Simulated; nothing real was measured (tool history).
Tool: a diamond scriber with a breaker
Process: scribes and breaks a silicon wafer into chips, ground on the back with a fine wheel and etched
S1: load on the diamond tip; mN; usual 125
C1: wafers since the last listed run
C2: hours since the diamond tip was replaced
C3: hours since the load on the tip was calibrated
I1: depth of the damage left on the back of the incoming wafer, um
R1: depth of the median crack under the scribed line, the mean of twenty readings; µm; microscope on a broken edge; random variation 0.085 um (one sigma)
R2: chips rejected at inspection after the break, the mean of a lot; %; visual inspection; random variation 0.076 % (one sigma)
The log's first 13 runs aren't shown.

-- day=40.442 diamond tip replaced by a new one
run 14 day=42.404 | S1=125 | C1=156 C2=47.1 C3=168.7 | I1=0.76 | R1=9.47 R2=1.64
run 15 day=45.012 | S1=105 | C1=123 C2=109.7 C3=231.3 | I1=0.42 | R1=8.53 R2=3.91
run 16 day=48.438 | S1=139 | C1=162 C2=191.9 C3=313.5 | I1=0.78 | R1=10.52 R2=2.44
run 17 day=50.696 | S1=125 | C1=106 C2=246.1 C3=367.7 | I1=0.79 | R1=9.38 R2=1.77
run 18 day=54.292 | S1=125 | C1=170 C2=332.4 C3=454.0 | I1=0.64 | R1=9.35 R2=1.78
run 19 day=57.438 | S1=161 | C1=148 C2=407.9 C3=529.5 | I1=0.56 | R1=11.07 R2=4.69
run 20 day=60.825 | S1=151 | C1=160 C2=489.2 C3=610.8 | I1=0.80 | R1=10.33 R2=2.47
-- day=62.721 diamond tip replaced by a new one
run 21 day=64.854 | S1=125 | C1=186 C2=51.2 C3=707.5 | I1=0.35 | R1=9.56 R2=1.67

Run 22 comes next. What will it give?
run 22 day=68.079 | S1=94 | C1=152 C2=128.6 C3=784.9 | I1=0.60 | R1=? R2=?

{"run 22": {"R1": 7.76, "R2": 7.35}}
Without the tool's hidden state the same run would have given R1 7.80 µm, R2 7.14 %.
